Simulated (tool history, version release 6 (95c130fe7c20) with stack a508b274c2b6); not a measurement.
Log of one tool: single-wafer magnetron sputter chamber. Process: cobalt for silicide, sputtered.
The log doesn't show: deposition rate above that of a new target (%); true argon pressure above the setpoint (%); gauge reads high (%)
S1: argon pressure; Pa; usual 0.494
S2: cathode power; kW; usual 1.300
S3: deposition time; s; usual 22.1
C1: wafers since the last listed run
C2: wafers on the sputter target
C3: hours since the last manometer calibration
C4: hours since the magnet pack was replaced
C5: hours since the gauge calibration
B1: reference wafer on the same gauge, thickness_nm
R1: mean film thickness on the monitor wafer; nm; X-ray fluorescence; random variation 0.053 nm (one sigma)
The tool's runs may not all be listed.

| run | hour | S1 | S2 | S3 | C1 | C2 | C3 | C4 | C5 | B1 | R1 |
|---|---|---|---|---|---|---|---|---|---|---|---|
| 1 | 0.0 | 0.494 | 1.300 | 22.1 | 0 | 7484 | 1725.8 | 8418.9 | 1424.7 | 13.902 | 14.318 |
| 2 | 40.1 | 0.494 | 1.300 | 22.1 | 1560 | 9044 | 1765.9 | 8459.0 | 1464.8 | 13.896 | 14.316 |
| 3 | 119.1 | 0.494 | 1.300 | 22.1 | 3074 | 12119 | 1844.9 | 8538.0 | 1543.8 | 13.894 | 14.334 |
| 4 | 166.2 | 0.494 | 1.500 | 22.1 | 1833 | 13953 | 1892.0 | 8585.1 | 1590.9 | 13.910 | 16.454 |
| 5 | 249.1 | 0.494 | 1.500 | 22.1 | 3226 | 17179 | 1974.9 | 8668.0 | 1673.8 | 13.903 | 16.573 |
| 6 | 291.4 | 0.494 | 1.500 | 22.1 | 1646 | 18826 | 2017.2 | 8710.3 | 1716.1 | 13.892 | 16.439 |
|  | 334.1 | sputter target and shields replaced |
| 7 | 334.6 | 0.494 | 1.200 | 22.1 | 1370 | 19 | 2060.4 | 8753.5 | 1759.3 | 13.905 | 13.139 |
| 8 | 385.5 | 0.494 | 1.200 | 22.1 | 1981 | 2000 | 2111.3 | 8804.4 | 1810.2 | 13.881 | 13.201 |
| 9 | 434.3 | 0.494 | 1.200 | 22.1 | 1899 | 3899 | 2160.1 | 8853.2 | 1859.0 | 13.903 | 13.200 |
| 10 | 754.7 | 0.494 | 1.300 | 24.0 | 12471 | 16370 | 2480.5 | 9173.6 | 2179.4 | 13.908 | 15.491 |
|  | 779.5 | sputter target and shields replaced |
| 11 | 792.9 | 0.494 | 1.300 | 24.0 | 1175 | 520 | 2518.7 | 9211.8 | 2217.6 | 13.901 | 15.533 |
| 12 | 845.8 | 0.494 | 1.300 | 24.0 | 2059 | 2579 | 2571.6 | 9264.7 | 2270.5 | 13.905 | 15.584 |
| 13 | 936.1 | 0.494 | 1.300 | 19.4 | 3514 | 6094 | 2661.9 | 9355.0 | 2360.8 | 13.899 | 12.523 |
| 14 | 1010.6 | 0.494 | 1.300 | 19.4 | 2899 | 8994 | 2736.4 | 9429.5 | 2435.3 | 13.905 | 12.575 |
| 15 | 1090.4 | 0.494 | 1.300 | 19.4 | 3106 | 12100 | 2816.2 | 9509.3 | 2515.1 | 13.880 | 12.489 |
| 16 | 1174.0 | 0.494 | 1.300 | 23.8 | 3253 | 15354 | 2899.8 | 9592.9 | 2598.7 | 13.889 | 15.404 |
|  | 1203.6 | sputter target and shields replaced |
|  | 1237.2 | gauge calibrated |
| 17 | 1249.8 | 0.494 | 1.100 | 22.1 | 2639 | 1798 | 2975.6 | 9668.7 | 12.6 | 13.887 | 12.114 |
| 18 | 1305.7 | 0.622 | 1.300 | 22.1 | 2175 | 3974 | 3031.5 | 9724.6 | 68.5 | 13.897 | 13.971 |
|  | 1408.4 | magnet pack replaced |
|  | 1412.4 | capacitance manometer re-zeroed and calibrated |
| 19 | 1412.9 | 0.313 | 1.300 | 22.1 | 3705 | 7680 | 0.5 | 4.5 | 175.7 | 13.912 | 14.979 |
| 20 | 1492.8 | 0.494 | 1.150 | 18.6 | 3109 | 10790 | 80.4 | 84.4 | 255.6 | 13.906 | 10.651 |
| 21 | 1539.2 | 0.494 | 1.300 | 23.6 | 1806 | 12596 | 126.8 | 130.8 | 302.0 | 13.899 | 15.215 |
| 22 | 1611.0 | 0.494 | 1.300 | 22.1 | 2794 | 15390 | 198.6 | 202.6 | 373.8 | 13.901 | 14.318 |
| 23 | 1676.9 | 0.494 | 1.300 | 18.3 | 2565 | 17956 | 264.5 | 268.5 | 439.7 | 13.900 | 11.748 |
|  | 1713.8 | sputter target and shields replaced |
| 24 | 1777.5 | 0.494 | 1.200 | 24.4 | 3604 | 2481 | 365.1 | 369.1 | 540.3 | 13.911 | 14.582 |
| 25 | 1862.6 | 0.494 | 1.300 | 22.1 | 3312 | 5793 | 450.2 | 454.2 | 625.4 | 13.913 | 14.318 |
| 26 | 1951.2 | 0.313 | 1.300 | 22.1 | 3448 | 9242 | 538.8 | 542.8 | 714.0 | 13.914 | 14.780 |
| 27 | 2018.4 | 0.345 | 1.600 | 19.4 | 2615 | 11857 | 606.0 | 610.0 | 781.2 | 13.904 | 15.905 |
| 28 | 2061.6 | 0.596 | 1.550 | 20.5 | 1681 | 13539 | 649.2 | 653.2 | 824.4 | 13.888 | 15.541 |
| 29 | 2102.9 | 0.392 | 1.150 | 25.6 | 1607 | 15146 | 690.5 | 694.5 | 865.7 | 13.904 | 14.947 |
|  | 2131.5 | sputter target and shields replaced |
| 30 | 2180.7 | 0.494 | 1.300 | 22.1 | 2716 | 1916 | 768.3 | 772.3 | 943.5 | 13.893 | 14.243 |
| 31 | 2269.8 | 0.681 | 1.450 | 24.5 | 3468 | 5384 | 857.4 | 861.4 | 1032.6 | 13.899 | 16.933 |
| 32 | 2325.6 | 0.494 | 1.300 | 22.1 | 2171 | 7556 | 913.2 | 917.2 | 1088.4 | 13.898 | 14.330 |

4 ways to go on from here, each from the tool as it stands after run 32. What would each give?
| A | 2326.0 | 0.628 | 1.300 | 22.1 | 15 | 7572 | 913.6 | 917.6 | 1088.8 | ? | ? |
| B | 2326.0 | 0.494 | 1.500 | 23.7 | 15 | 7572 | 913.6 | 917.6 | 1088.8 | ? | ? |
| C | 2326.0 | 0.603 | 1.100 | 22.1 | 15 | 7572 | 913.6 | 917.6 | 1088.8 | ? | ? |
| D | 2326.0 | 0.494 | 1.000 | 26.2 | 15 | 7572 | 913.6 | 917.6 | 1088.8 | ? | ? |

| run | B1 | R1 |
|---|---|---|
| A | 13.902 | 13.880 |
| B | 13.902 | 17.628 |
| C | 13.902 | 11.833 |
| D | 13.902 | 13.064 |
Without the tool's hidden state the same runs would have given:
| run | R1 |
|---|---|
| A | 13.880 |
| B | 17.628 |
| C | 11.833 |
| D | 13.064 |
